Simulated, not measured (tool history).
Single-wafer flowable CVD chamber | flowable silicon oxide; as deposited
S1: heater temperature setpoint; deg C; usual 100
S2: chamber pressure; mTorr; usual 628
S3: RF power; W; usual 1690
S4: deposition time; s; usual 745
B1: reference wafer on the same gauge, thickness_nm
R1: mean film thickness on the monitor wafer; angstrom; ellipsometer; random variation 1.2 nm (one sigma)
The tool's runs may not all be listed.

run 1 hour=0.0 | S1=97 S2=628 S3=1610 S4=745 | B1=358.212 | R1=3238.22
run 2 hour=90.9 | S1=100 S2=628 S3=1690 S4=745 | B1=358.003 | R1=3017.01
run 3 hour=198.5 | S1=100 S2=628 S3=1690 S4=745 | B1=357.911 | R1=3009.32
-- hour=225.7 capacitance manometer re-zeroed and calibrated
run 4 hour=292.7 | S1=100 S2=628 S3=1690 S4=745 | B1=357.831 | R1=3107.17
run 5 hour=357.8 | S1=100 S2=628 S3=1690 S4=745 | B1=358.178 | R1=3080.07
run 6 hour=410.0 | S1=100 S2=628 S3=1690 S4=745 | B1=358.039 | R1=3080.87
run 7 hour=501.4 | S1=92 S2=628 S3=1690 S4=813 | B1=358.191 | R1=4207.11
run 8 hour=595.7 | S1=100 S2=628 S3=1690 S4=745 | B1=358.104 | R1=3064.25
run 9 hour=698.4 | S1=100 S2=628 S3=1690 S4=745 | B1=357.644 | R1=3071.23
-- hour=795.9 showerhead replaced
run 10 hour=802.7 | S1=100 S2=628 S3=1690 S4=745 | B1=357.934 | R1=3066.28
run 11 hour=1121.4 | S1=100 S2=628 S3=1690 S4=745 | B1=358.095 | R1=3067.74
-- hour=1131.5 RF generator calibrated
run 12 hour=1167.0 | S1=100 S2=628 S3=1690 S4=745 | B1=358.157 | R1=3035.96
-- hour=1249.1 capacitance manometer re-zeroed and calibrated
-- hour=1397.4 gauge calibrated
run 13 hour=1439.9 | S1=100 S2=628 S3=1690 S4=745 | B1=357.976 | R1=3053.28
run 14 hour=1497.3 | S1=100 S2=628 S3=1690 S4=745 | B1=358.202 | R1=3045.28
-- hour=1566.8 thermocouple changed; heater temperature recalibrated
run 15 hour=1572.4 | S1=106 S2=628 S3=1690 S4=745 | B1=357.838 | R1=2533.87
run 16 hour=1620.6 | S1=100 S2=554 S3=1690 S4=745 | B1=357.653 | R1=2678.42
run 17 hour=1667.5 | S1=100 S2=628 S3=1690 S4=670 | B1=358.045 | R1=2739.28
run 18 hour=1707.1 | S1=111 S2=548 S3=1690 S4=745 | B1=358.092 | R1=1915.65
run 19 hour=1798.0 | S1=90 S2=523 S3=1535 S4=891 | B1=358.316 | R1=3848.86
run 20 hour=1868.0 | S1=111 S2=718 S3=1785 S4=647 | B1=357.966 | R1=2200.65
run 21 hour=1908.2 | S1=86 S2=628 S3=1690 S4=659 | B1=357.870 | R1=3965.65
run 22 hour=1970.8 | S1=106 S2=484 S3=1485 S4=745 | B1=357.962 | R1=1825.97
run 23 hour=2011.3 | S1=100 S2=474 S3=1805 S4=745 | B1=357.655 | R1=2327.52
run 24 hour=2113.7 | S1=100 S2=628 S3=1690 S4=656 | B1=357.899 | R1=2653.79
run 25 hour=2196.9 | S1=100 S2=628 S3=1690 S4=745 | B1=358.356 | R1=3007.60
run 26 hour=2281.4 | S1=100 S2=628 S3=1600 S4=745 | B1=357.648 | R1=2935.13
-- hour=2339.0 capacitance manometer re-zeroed and calibrated
run 27 hour=2339.5 | S1=90 S2=628 S3=1995 S4=745 | B1=357.569 | R1=4377.25
run 28 hour=2539.5 | S1=100 S2=628 S3=1690 S4=745 | B1=358.257 | R1=3046.44
run 29 hour=2602.7 | S1=100 S2=628 S3=1690 S4=745 | B1=358.105 | R1=3070.50

3 ways to go on from here, each from the tool as it stands after run 29. What would each give?
run A hour=2603.3 | S1=100 S2=628 S3=1690 S4=745 | B1=? | R1=?
run B hour=2603.3 | S1=113 S2=628 S3=1690 S4=745 | B1=? | R1=?
run C hour=2603.3 | S1=100 S2=628 S3=1690 S4=848 | B1=? | R1=?

run=A B1=357.957 R1=3043.40
run=B B1=357.957 R1=2084.19
run=C B1=357.957 R1=3464.16
Without the tool's hidden state the same runs would have given:
run=A R1=3098.82
run=B R1=2122.14
run=C R1=3527.25

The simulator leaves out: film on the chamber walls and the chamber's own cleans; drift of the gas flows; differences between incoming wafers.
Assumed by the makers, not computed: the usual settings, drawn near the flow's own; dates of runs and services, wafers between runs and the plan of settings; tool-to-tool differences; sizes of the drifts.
